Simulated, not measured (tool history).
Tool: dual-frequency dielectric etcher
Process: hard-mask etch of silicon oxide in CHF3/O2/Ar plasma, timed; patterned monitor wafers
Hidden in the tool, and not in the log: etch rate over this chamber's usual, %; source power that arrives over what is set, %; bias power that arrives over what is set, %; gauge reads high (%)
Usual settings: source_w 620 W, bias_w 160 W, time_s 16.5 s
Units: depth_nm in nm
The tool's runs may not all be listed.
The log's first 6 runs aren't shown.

run     day  source_w  bias_w  time_s  wafers since the last listed run  hours since the last wet clean  hours since the last source power generator calibration  hours since the last bias power generator calibration  hours since the last upper electrode change  hours since the gauge calibration  read-back reference wafer on the same gauge, depth_nm  depth_nm
  7  18.075       720     160    16.5                              1396                           146.5                                                   4014.1                                                   1616                                       3550.4                              838.7                                                  35.08     37.87
  8  21.633       550     171    16.5                              1552                           231.9                                                   4099.5                                                 1701.4                                       3635.8                              924.1                                                  35.09     32.67
  9  23.454       550     171    16.5                               794                           275.6                                                   4143.2                                                 1745.1                                       3679.5                              967.8                                                  35.09     32.49
 10  25.533       550     171    16.5                               907                           325.5                                                   4193.1                                                   1795                                       3729.4                             1017.7                                                  35.11      32.5
     27.392  -- wet clean of the chamber
 11  27.458       620     128    16.5                               403                             1.6                                                   4239.3                                                 1841.2                                       3775.6                             1063.9                                                  35.11     33.36
 12  30.338       620     145    16.5                              1256                            70.7                                                   4308.4                                                 1910.3                                       3844.7                               1133                                                   35.1     34.27
     32.725  -- bias power generator calibrated
 13  34.742       620     145    16.5                              1848                           176.4                                                   4414.1                                                   48.4                                       3950.4                             1238.7                                                  35.13     34.05
     36.192  -- upper electrode replaced
 14  37.488       620     145    16.5                               761                           242.3                                                     4480                                                  114.3                                         31.1                             1304.6                                                  35.09     33.72
     39.254  -- gauge calibrated
 15  40.746       490     187    16.5                              1421                           320.5                                                   4558.2                                                  192.5                                        109.3                               35.8                                                  35.15     30.63
 16  42.979       620     195      18                               974                           374.1                                                   4611.8                                                  246.1                                        162.9                               89.4                                                  35.09     39.25
     43.183  -- source power generator calibrated
     44.892  -- wet clean of the chamber
 17  46.771       620     160      13                              1145                            45.1                                                     86.1                                                  337.1                                        253.9                              180.4                                                   35.1     26.95
 18  49.754       620     160    16.5                              1301                           116.7                                                    157.7                                                  408.7                                        325.5                                252                                                  35.11     33.76
 19  53.246       620     160      21                              1523                           200.5                                                    241.5                                                  492.5                                        409.3                              335.8                                                  35.12     42.97
 20  55.908       620     179    14.5                              1161                           264.4                                                    305.4                                                  556.4                                        473.2                              399.7                                                  35.13     30.13
 21  57.875       580     122    13.5                               858                           311.6                                                    352.6                                                  603.6                                        520.4                              446.9                                                   35.1     24.73
 22  60.779       620     128    16.5                              1267                           381.3                                                    422.3                                                  673.3                                        590.1                              516.6                                                   35.1     31.59
     64.429  -- wet clean of the chamber
 23   64.45       620     160    16.5                              1165                             0.5                                                    510.4                                                  761.4                                        678.2                              604.7                                                  35.08     34.18
 24  66.175       620     127    21.5                               752                            41.9                                                    551.8                                                  802.8                                        719.6                              646.1                                                  35.12     42.22
 25   68.05       550     149      14                               818                            86.9                                                    596.8                                                  847.8                                        764.6                              691.1                                                   35.1     26.21
 26    72.3       620     145    16.5                              1854                           188.9                                                    698.8                                                  949.8                                        866.6                              793.1                                                  35.07     32.96
 27  73.817       620     160    13.5                               661                           225.3                                                    735.2                                                  986.2                                          903                              829.5                                                   35.1     27.52
 28  77.071       730     160    16.5                              1419                           303.4                                                    813.3                                                 1064.3                                        981.1                              907.6                                                  35.12     36.74
     80.233  -- wet clean of the chamber
 29   80.55       670     160    16.5                              1081                             7.6                                                    896.8                                                 1147.8                                       1064.6                              991.1                                                   35.1     35.83
 30  82.446       620     160    16.5                               827                            53.1                                                    942.3                                                 1193.3                                       1110.1                             1036.6                                                  35.12     34.25

3 ways to go on from here, each from the tool as it stands after run 30. What would each give?
  A  82.462       620     160      18                                 7                            53.5                                                    942.7                                                 1193.7                                       1110.5                               1037                                                      ?         ?
  B  82.462       620     199      19                                 7                            53.5                                                    942.7                                                 1193.7                                       1110.5                               1037                                                      ?         ?
  C  82.462       570     198    16.5                                 7                            53.5                                                    942.7                                                 1193.7                                       1110.5                               1037                                                      ?         ?

run  read-back reference wafer on the same gauge, depth_nm  depth_nm
  A                                                  35.13     37.17
  B                                                  35.13     41.39
  C                                                  35.13     34.06
Without the tool's hidden state the same runs would have given:
run  depth_nm
  A     37.23
  B     41.46
  C     34.12
